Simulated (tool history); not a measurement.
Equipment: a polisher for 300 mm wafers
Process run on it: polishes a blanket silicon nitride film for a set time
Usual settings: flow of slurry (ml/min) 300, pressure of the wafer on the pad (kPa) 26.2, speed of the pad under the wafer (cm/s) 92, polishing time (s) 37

| run | hour | flow of slurry (ml/min) | pressure of the wafer on the pad (kPa) | speed of the pad under the wafer (cm/s) | polishing time (s) | wafers since the last listed run | wafers polished on this pad | hours since the slurry nozzle was cleaned | hours since the head pressure was calibrated | incoming thickness of the incoming film, nm | film removed (angstrom) |
|---|---|---|---|---|---|---|---|---|---|---|---|
| 1 | 0 | 300 | 26.2 | 92 | 37 | 0 | 393 | 126.4 | 565.6 | 529.2 | 794 |
| 2 | 13 | 300 | 26.2 | 92 | 37 | 108 | 501 | 139.4 | 578.6 | 538.2 | 778 |
| 3 | 27.8 | 300 | 20.7 | 92 | 33 | 123 | 625 | 154.2 | 593.4 | 531.6 | 597 |
| 4 | 42.1 | 300 | 20.7 | 92 | 33 | 119 | 745 | 168.5 | 607.7 | 529.3 | 590 |
| 5 | 48.3 | 300 | 20.7 | 92 | 33 | 51 | 796 | 174.7 | 613.9 | 525.3 | 586 |
| 6 | 63.3 | 300 | 26.2 | 106 | 37 | 125 | 922 | 189.7 | 628.9 | 530.9 | 861 |
| 7 | 70.7 | 300 | 26.2 | 106 | 37 | 61 | 984 | 197.1 | 636.3 | 524.8 | 877 |
| 8 | 76.7 | 300 | 26.2 | 106 | 37 | 50 | 1034 | 203.1 | 642.3 | 532.6 | 875 |
| 9 | 92 | 300 | 26.2 | 110 | 34 | 127 | 1162 | 218.4 | 657.6 | 517.8 | 825 |
|  | 107 | worn pad replaced by a new one |
| 10 | 107.5 | 300 | 26.2 | 110 | 34 | 96 | 4 | 233.9 | 673.1 | 525.5 | 821 |
| 11 | 118.7 | 300 | 26.2 | 92 | 46 | 93 | 97 | 245.1 | 684.3 | 528.6 | 947 |
| 12 | 130.4 | 300 | 26.2 | 92 | 37 | 97 | 195 | 256.8 | 696 | 525.2 | 776 |
| 13 | 143.3 | 300 | 26.2 | 92 | 37 | 107 | 303 | 269.7 | 708.9 | 530 | 788 |
| 14 | 152 | 300 | 26.2 | 92 | 37 | 72 | 375 | 278.4 | 717.6 | 525.1 | 779 |
| 15 | 166.4 | 300 | 26.2 | 92 | 37 | 120 | 496 | 292.8 | 732 | 536.3 | 779 |
| 16 | 188 | 345 | 26.2 | 92 | 37 | 180 | 676 | 314.4 | 753.6 | 535.7 | 783 |
| 17 | 204.9 | 345 | 26.2 | 92 | 37 | 141 | 817 | 331.3 | 770.5 | 530 | 781 |
| 18 | 212.1 | 300 | 26.2 | 92 | 37 | 60 | 878 | 338.5 | 777.7 | 527.4 | 782 |
| 19 | 226.1 | 300 | 26.2 | 110 | 37 | 116 | 995 | 352.5 | 791.7 | 529.9 | 887 |
| 20 | 237.5 | 300 | 26.2 | 106 | 37 | 95 | 1090 | 363.9 | 803.1 | 535.7 | 857 |
|  | 253.2 | worn pad replaced by a new one |
| 21 | 253.7 | 300 | 26.2 | 92 | 27 | 101 | 4 | 380.1 | 819.3 | 533 | 568 |
| 22 | 257.8 | 300 | 26.2 | 110 | 37 | 34 | 38 | 384.2 | 823.4 | 528.1 | 888 |
| 23 | 272.8 | 300 | 26.2 | 92 | 37 | 125 | 163 | 399.2 | 838.4 | 530.3 | 770 |
|  | 274.4 | slurry nozzle cleaned |
| 24 | 290.3 | 300 | 33.1 | 74 | 37 | 137 | 301 | 15.9 | 855.9 | 529.7 | 813 |
| 25 | 305.2 | 300 | 18.6 | 92 | 37 | 124 | 426 | 30.8 | 870.8 | 525.4 | 638 |
|  | 315.6 | head pressure recalibrated |
| 26 | 321.6 | 300 | 30.3 | 64 | 37 | 120 | 546 | 47.2 | 6 | 527.4 | 665 |
| 27 | 361.5 | 300 | 26.2 | 92 | 50 | 333 | 879 | 87.1 | 45.9 | 520.4 | 1058 |
| 28 | 369.5 | 225 | 29 | 92 | 37 | 66 | 946 | 95.1 | 53.9 | 535 | 831 |
| 29 | 381.3 | 245 | 35.2 | 124 | 37 | 98 | 1045 | 106.9 | 65.7 | 530.4 | 1218 |
|  | 386.7 | worn pad replaced by a new one |
| 30 | 397.1 | 300 | 30.3 | 92 | 37 | 98 | 86 | 122.7 | 81.5 | 529.4 | 880 |
| 31 | 414.3 | 300 | 26.2 | 92 | 37 | 143 | 230 | 139.9 | 98.7 | 536.1 | 778 |
| 32 | 430 | 300 | 17.2 | 92 | 37 | 131 | 361 | 155.6 | 114.4 | 538.5 | 600 |
| 33 | 442.2 | 240 | 22.8 | 68 | 44 | 101 | 463 | 167.8 | 126.6 | 524.1 | 655 |
| 34 | 450.6 | 335 | 30.3 | 92 | 37 | 70 | 533 | 176.2 | 135 | 531.8 | 878 |
| 35 | 466.3 | 300 | 20.7 | 110 | 37 | 131 | 664 | 191.9 | 150.7 | 534.3 | 760 |
| 36 | 480.4 | 300 | 35.2 | 92 | 37 | 117 | 782 | 206 | 164.8 | 527 | 962 |
| 37 | 492.1 | 400 | 26.2 | 92 | 28 | 97 | 880 | 217.7 | 176.5 | 530.5 | 607 |
| 38 | 505.6 | 300 | 21.4 | 92 | 37 | 112 | 993 | 231.2 | 190 | 531.7 | 676 |

4 ways to go on from here, each from the tool as it stands after run 38. What would each give?
| A | 506 | 300 | 26.2 | 92 | 37 | 3 | 996 | 231.6 | 190.4 | 532.6 | ? |
| B | 506 | 300 | 26.2 | 78 | 29 | 3 | 996 | 231.6 | 190.4 | 532.6 | ? |
| C | 506 | 380 | 33.1 | 112 | 48 | 3 | 996 | 231.6 | 190.4 | 532.6 | ? |
| D | 506 | 300 | 30.3 | 68 | 42 | 3 | 996 | 231.6 | 190.4 | 532.6 | ? |

| run | film removed (angstrom) |
|---|---|
| A | 775 |
| B | 532 |
| C | 1432 |
| D | 769 |
Stripped of hidden state, with their random variation kept, the same runs would have yielded:
| run | film removed (angstrom) |
|---|---|
| A | 803 |
| B | 552 |
| C | 1475 |
| D | 797 |
